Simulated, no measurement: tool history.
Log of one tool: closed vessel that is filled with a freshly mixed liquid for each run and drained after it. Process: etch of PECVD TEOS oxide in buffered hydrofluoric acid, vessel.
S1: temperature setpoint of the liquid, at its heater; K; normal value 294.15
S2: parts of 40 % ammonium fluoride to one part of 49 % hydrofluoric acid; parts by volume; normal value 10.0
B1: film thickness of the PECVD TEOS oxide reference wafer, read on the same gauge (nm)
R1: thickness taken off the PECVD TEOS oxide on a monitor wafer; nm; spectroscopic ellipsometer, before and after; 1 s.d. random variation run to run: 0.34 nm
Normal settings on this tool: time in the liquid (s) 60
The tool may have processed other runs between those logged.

run 1 hour=0.0 | S1=294.15 S2=10.0 time_in_the_liquid_(s)=60 | B1=89.99 | R1=71.09
run 2 hour=48.4 | S1=294.15 S2=10.0 time_in_the_liquid_(s)=60 | B1=89.99 | R1=71.04
run 3 hour=93.7 | S1=294.15 S2=10.0 time_in_the_liquid_(s)=60 | B1=89.98 | R1=71.59
run 4 hour=160.1 | S1=297.65 S2=10.0 time_in_the_liquid_(s)=45 | B1=90.00 | R1=64.59
run 5 hour=215.1 | S1=297.65 S2=10.0 time_in_the_liquid_(s)=45 | B1=90.01 | R1=65.09
run 6 hour=262.3 | S1=297.65 S2=10.0 time_in_the_liquid_(s)=45 | B1=90.02 | R1=64.28
run 7 hour=292.5 | S1=297.65 S2=10.0 time_in_the_liquid_(s)=60 | B1=90.00 | R1=85.70
run 8 hour=332.1 | S1=294.15 S2=10.0 time_in_the_liquid_(s)=60 | B1=89.99 | R1=70.48
-- hour=342.0 thermometer replaced
run 9 hour=366.8 | S1=294.15 S2=10.0 time_in_the_liquid_(s)=60 | B1=90.00 | R1=73.20
run 10 hour=403.2 | S1=294.15 S2=10.0 time_in_the_liquid_(s)=60 | B1=90.00 | R1=72.95
run 11 hour=428.4 | S1=294.15 S2=10.0 time_in_the_liquid_(s)=60 | B1=90.01 | R1=73.85
run 12 hour=602.5 | S1=294.15 S2=10.0 time_in_the_liquid_(s)=60 | B1=89.98 | R1=73.15
run 13 hour=724.5 | S1=294.15 S2=8.0 time_in_the_liquid_(s)=60 | B1=89.99 | R1=89.06
-- hour=738.2 hydrofluoric acid flow meter replaced
run 14 hour=826.9 | S1=294.15 S2=10.0 time_in_the_liquid_(s)=60 | B1=89.99 | R1=72.52
run 15 hour=889.3 | S1=294.15 S2=10.0 time_in_the_liquid_(s)=60 | B1=89.98 | R1=72.82
run 16 hour=950.2 | S1=292.65 S2=13.5 time_in_the_liquid_(s)=90 | B1=90.00 | R1=74.54
run 17 hour=988.4 | S1=297.15 S2=13.0 time_in_the_liquid_(s)=30 | B1=90.01 | R1=33.00
-- hour=1003.5 gauge calibrated
run 18 hour=1051.2 | S1=290.15 S2=6.5 time_in_the_liquid_(s)=75 | B1=89.99 | R1=107.60
run 19 hour=1092.3 | S1=294.15 S2=9.0 time_in_the_liquid_(s)=85 | B1=90.01 | R1=109.43
run 20 hour=1124.6 | S1=294.15 S2=10.0 time_in_the_liquid_(s)=60 | B1=89.99 | R1=72.51
run 21 hour=1195.8 | S1=294.15 S2=10.0 time_in_the_liquid_(s)=60 | B1=90.02 | R1=71.60
run 22 hour=1245.8 | S1=294.15 S2=10.0 time_in_the_liquid_(s)=60 | B1=89.99 | R1=72.33
run 23 hour=1402.0 | S1=294.15 S2=10.0 time_in_the_liquid_(s)=60 | B1=90.02 | R1=71.56
run 24 hour=1447.0 | S1=294.15 S2=10.0 time_in_the_liquid_(s)=60 | B1=89.99 | R1=71.46
run 25 hour=1511.9 | S1=294.15 S2=13.0 time_in_the_liquid_(s)=90 | B1=89.99 | R1=82.98
run 26 hour=1575.5 | S1=291.15 S2=11.5 time_in_the_liquid_(s)=45 | B1=89.99 | R1=39.37
run 27 hour=1619.7 | S1=294.15 S2=10.0 time_in_the_liquid_(s)=60 | B1=89.99 | R1=71.30
run 28 hour=1682.9 | S1=296.15 S2=8.0 time_in_the_liquid_(s)=40 | B1=89.99 | R1=64.39
-- hour=1685.1 thermometer replaced
run 29 hour=1741.9 | S1=294.15 S2=11.0 time_in_the_liquid_(s)=45 | B1=90.00 | R1=49.89
run 30 hour=1803.1 | S1=295.65 S2=12.5 time_in_the_liquid_(s)=40 | B1=90.00 | R1=42.18
run 31 hour=1848.2 | S1=295.65 S2=13.0 time_in_the_liquid_(s)=40 | B1=90.01 | R1=40.92
run 32 hour=1893.6 | S1=292.65 S2=8.5 time_in_the_liquid_(s)=80 | B1=89.99 | R1=102.26
run 33 hour=2050.2 | S1=291.65 S2=10.0 time_in_the_liquid_(s)=60 | B1=90.00 | R1=63.31

What was the tool's hidden state at every run in the log?
hydrofluoric acid flow below the setpoint (%): 0 in every run
gauge reads high (%): 0 in every run
H1: liquid colder than its thermometer reads (K)
run=1 H1=0.53
run=2 H1=0.55
run=3 H1=0.568
run=4 H1=0.596
run=5 H1=0.619
run=6 H1=0.638
run=7 H1=0.651
run=8 H1=0.667
run=9 H1=0.0291
run=10 H1=0.0442
run=11 H1=0.0546
run=12 H1=0.127
run=13 H1=0.177
run=14 H1=0.22
run=15 H1=0.246
run=16 H1=0.271
run=17 H1=0.287
run=18 H1=0.313
run=19 H1=0.33
run=20 H1=0.343
run=21 H1=0.373
run=22 H1=0.393
run=23 H1=0.458
run=24 H1=0.477
run=25 H1=0.504
run=26 H1=0.53
run=27 H1=0.548
run=28 H1=0.575
run=29 H1=0.0853
run=30 H1=0.111
run=31 H1=0.129
run=32 H1=0.148
run=33 H1=0.213
